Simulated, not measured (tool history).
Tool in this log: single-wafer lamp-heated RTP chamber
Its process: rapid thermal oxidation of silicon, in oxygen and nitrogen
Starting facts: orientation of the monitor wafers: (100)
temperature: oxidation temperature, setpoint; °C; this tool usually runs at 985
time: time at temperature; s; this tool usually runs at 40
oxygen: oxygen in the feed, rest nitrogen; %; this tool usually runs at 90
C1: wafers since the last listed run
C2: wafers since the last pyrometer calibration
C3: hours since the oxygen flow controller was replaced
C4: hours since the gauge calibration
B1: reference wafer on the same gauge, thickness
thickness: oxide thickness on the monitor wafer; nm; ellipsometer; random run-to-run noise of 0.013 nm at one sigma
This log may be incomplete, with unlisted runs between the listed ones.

run 1 hour=0 | temperature=967 time=50 oxygen=90 | C1=0 C2=2528 C3=2668.1 C4=328.5 | B1=3.461 | thickness=4.07
run 2 hour=33.3 | temperature=985 time=40 oxygen=90 | C1=227 C2=2756 C3=2701.4 C4=361.8 | B1=3.458 | thickness=4.232
run 3 hour=50.3 | temperature=985 time=40 oxygen=90 | C1=116 C2=2872 C3=2718.4 C4=378.8 | B1=3.46 | thickness=4.233
run 4 hour=75.5 | temperature=985 time=27 oxygen=90 | C1=172 C2=3044 C3=2743.6 C4=404 | B1=3.462 | thickness=3.628
run 5 hour=110.6 | temperature=985 time=27 oxygen=90 | C1=239 C2=3284 C3=2778.7 C4=439.1 | B1=3.459 | thickness=3.643
run 6 hour=132.5 | temperature=985 time=35 oxygen=90 | C1=149 C2=3434 C3=2800.6 C4=461 | B1=3.458 | thickness=4.001
run 7 hour=146.9 | temperature=985 time=40 oxygen=90 | C1=98 C2=3532 C3=2815 C4=475.4 | B1=3.462 | thickness=4.247
run 8 hour=163.9 | temperature=985 time=40 oxygen=90 | C1=116 C2=3648 C3=2832 C4=492.4 | B1=3.462 | thickness=4.245
run 9 hour=199.9 | temperature=985 time=40 oxygen=90 | C1=246 C2=3894 C3=2868 C4=528.4 | B1=3.457 | thickness=4.257
run 10 hour=226.4 | temperature=985 time=40 oxygen=90 | C1=181 C2=4075 C3=2894.5 C4=554.9 | B1=3.462 | thickness=4.28
run 11 hour=245.1 | temperature=985 time=40 oxygen=90 | C1=127 C2=4203 C3=2913.2 C4=573.6 | B1=3.456 | thickness=4.269
run 12 hour=268.1 | temperature=985 time=34 oxygen=90 | C1=157 C2=4360 C3=2936.2 C4=596.6 | B1=3.464 | thickness=3.995
-- hour=277.7 gauge calibrated
run 13 hour=295.8 | temperature=985 time=40 oxygen=90 | C1=189 C2=4550 C3=2963.9 C4=18.1 | B1=3.462 | thickness=4.269
-- hour=317.3 pyrometer window cleaned and pyrometer calibrated
run 14 hour=322.3 | temperature=985 time=40 oxygen=90 | C1=126 C2=34 C3=2990.4 C4=44.6 | B1=3.46 | thickness=4.192
run 15 hour=356.4 | temperature=985 time=40 oxygen=90 | C1=233 C2=267 C3=3024.5 C4=78.7 | B1=3.462 | thickness=4.168
run 16 hour=388.8 | temperature=985 time=40 oxygen=90 | C1=221 C2=488 C3=3056.9 C4=111.1 | B1=3.458 | thickness=4.184
-- hour=409.1 oxygen flow controller replaced
run 17 hour=409.6 | temperature=985 time=40 oxygen=90 | C1=87 C2=576 C3=0.5 C4=131.9 | B1=3.462 | thickness=4.192
run 18 hour=425 | temperature=985 time=31 oxygen=98 | C1=105 C2=681 C3=15.9 C4=147.3 | B1=3.462 | thickness=3.887
run 19 hour=449.3 | temperature=968 time=51 oxygen=90 | C1=166 C2=847 C3=40.2 C4=171.6 | B1=3.459 | thickness=4.11
run 20 hour=482.6 | temperature=985 time=40 oxygen=90 | C1=227 C2=1075 C3=73.5 C4=204.9 | B1=3.458 | thickness=4.234
run 21 hour=497.7 | temperature=985 time=40 oxygen=90 | C1=103 C2=1178 C3=88.6 C4=220 | B1=3.459 | thickness=4.173
run 22 hour=556.9 | temperature=1010 time=30 oxygen=90 | C1=404 C2=1583 C3=147.8 C4=279.2 | B1=3.462 | thickness=4.461
run 23 hour=586.9 | temperature=985 time=40 oxygen=90 | C1=205 C2=1788 C3=177.8 C4=309.2 | B1=3.458 | thickness=4.23
run 24 hour=619.6 | temperature=969 time=58 oxygen=98 | C1=223 C2=2011 C3=210.5 C4=341.9 | B1=3.461 | thickness=4.519
run 25 hour=642.6 | temperature=1013 time=40 oxygen=90 | C1=157 C2=2169 C3=233.5 C4=364.9 | B1=3.459 | thickness=5.149
run 26 hour=655.9 | temperature=965 time=31 oxygen=64 | C1=90 C2=2259 C3=246.8 C4=378.2 | B1=3.461 | thickness=3.081
run 27 hour=679.2 | temperature=1011 time=40 oxygen=90 | C1=159 C2=2419 C3=270.1 C4=401.5 | B1=3.463 | thickness=5.102
run 28 hour=712.4 | temperature=985 time=40 oxygen=98 | C1=226 C2=2646 C3=303.3 C4=434.7 | B1=3.459 | thickness=4.353
run 29 hour=743.3 | temperature=985 time=40 oxygen=90 | C1=211 C2=2857 C3=334.2 C4=465.6 | B1=3.463 | thickness=4.211
run 30 hour=764.3 | temperature=969 time=58 oxygen=98 | C1=143 C2=3000 C3=355.2 C4=486.6 | B1=3.458 | thickness=4.512
-- hour=783.9 gauge calibrated
run 31 hour=785.2 | temperature=998 time=21 oxygen=90 | C1=142 C2=3143 C3=376.1 C4=1.3 | B1=3.459 | thickness=3.581
run 32 hour=808.4 | temperature=1003 time=33 oxygen=98 | C1=158 C2=3302 C3=399.3 C4=24.5 | B1=3.457 | thickness=4.576
run 33 hour=842.8 | temperature=969 time=22 oxygen=76 | C1=235 C2=3537 C3=433.7 C4=58.9 | B1=3.463 | thickness=2.939

The tool's hidden state at each run:
deviation of the oxygen flow from its setpoint, %: 0 in every run
gauge reads high (%): 0 in every run
H1: true wafer temperature minus pyrometer reading, K
run=1 H1=1.86
run=2 H1=2.01
run=3 H1=2.09
run=4 H1=2.2
run=5 H1=2.36
run=6 H1=2.46
run=7 H1=2.53
run=8 H1=2.6
run=9 H1=2.77
run=10 H1=2.89
run=11 H1=2.97
run=12 H1=3.08
run=13 H1=3.2
run=14 H1=0.361
run=15 H1=0.516
run=16 H1=0.663
run=17 H1=0.758
run=18 H1=0.828
run=19 H1=0.938
run=20 H1=1.09
run=21 H1=1.16
run=22 H1=1.43
run=23 H1=1.56
run=24 H1=1.71
run=25 H1=1.82
run=26 H1=1.88
run=27 H1=1.98
run=28 H1=2.13
run=29 H1=2.27
run=30 H1=2.37
run=31 H1=2.46
run=32 H1=2.57
run=33 H1=2.73
